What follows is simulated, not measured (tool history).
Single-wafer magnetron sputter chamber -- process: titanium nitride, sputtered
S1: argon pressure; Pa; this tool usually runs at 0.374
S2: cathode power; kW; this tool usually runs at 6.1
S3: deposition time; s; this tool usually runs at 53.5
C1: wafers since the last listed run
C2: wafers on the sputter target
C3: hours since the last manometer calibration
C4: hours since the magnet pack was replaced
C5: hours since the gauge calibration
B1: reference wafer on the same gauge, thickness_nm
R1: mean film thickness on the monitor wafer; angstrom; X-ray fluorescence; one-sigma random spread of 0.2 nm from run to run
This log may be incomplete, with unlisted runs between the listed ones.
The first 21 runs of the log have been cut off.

run    hour     S1    S2    S3    C1     C2      C3      C4      C5      B1      R1
 22  1586.2  0.374   6.1  53.5  1325   6796  1798.8    9677   276.4  50.205  573.51
 23  1679.1  0.374   6.1  53.5  1698   8494  1891.7  9769.9   369.3  50.178  571.25
 24  1730.9  0.311  6.55  61.1   946   9441  1943.5  9821.7   421.1  50.288  716.98
     1830.8  -- capacitance manometer re-zeroed and calibrated
 25  1832.9  0.321  4.85  53.5  1718  11159     2.1  9923.7   523.1  50.197  456.75
     1846.6  -- magnet pack replaced
 26    1871  0.473  7.25  53.5   550  11710    40.2    24.4   561.2  50.188  648.77
     1913.7  -- sputter target and shields replaced
 27  2183.9  0.374   6.1    58  5574   4939   353.1   337.3   874.1  50.198  620.19
 28  2278.1  0.259     5  45.9  1722   6661   447.3   431.5   968.3  50.231  416.43
 29  2334.7  0.374   6.1    58  1034   7696   503.9   488.1  1024.9  50.223  611.01
 30  2375.2  0.503  4.95  63.9   740   8437   544.4   528.6  1065.4  50.211  525.22
 31  2456.5  0.374   6.1  53.5  1486   9923   625.7   609.9  1146.7  50.166  565.64
     2472.1  -- sputter target and shields replaced
 32  2510.6  0.304   6.1    48   842    704   679.8     664  1200.8  50.231  537.13
 33  2581.9  0.374  5.35  53.5  1303   2008   751.1   735.3  1272.1   50.18  510.29
 34    2641  0.374   6.1  53.5  1080   3088   810.2   794.4  1331.2  50.215  577.54

Predict each of these 4 candidate next runs independently; none follows another, all start after run 34:
  A  2641.4  0.243   6.1  53.5   7  3095  810.6  794.8  1331.6   ?   ?
  B  2641.4  0.265  5.35  53.5   7  3095  810.6  794.8  1331.6   ?   ?
  C  2641.4  0.374   5.2  49.4   7  3095  810.6  794.8  1331.6   ?   ?
  D  2641.4  0.374   6.1  48.2   7  3095  810.6  794.8  1331.6   ?   ?

run      B1      R1
  A  50.214  602.62
  B  50.214  524.74
  C  50.214  454.61
  D  50.214  520.33
The same runs, with their run-to-run variation unchanged, on a tool lacking any hidden condition would have given:
run      R1
  A  618.35
  B  538.33
  C  465.93
  D  533.29

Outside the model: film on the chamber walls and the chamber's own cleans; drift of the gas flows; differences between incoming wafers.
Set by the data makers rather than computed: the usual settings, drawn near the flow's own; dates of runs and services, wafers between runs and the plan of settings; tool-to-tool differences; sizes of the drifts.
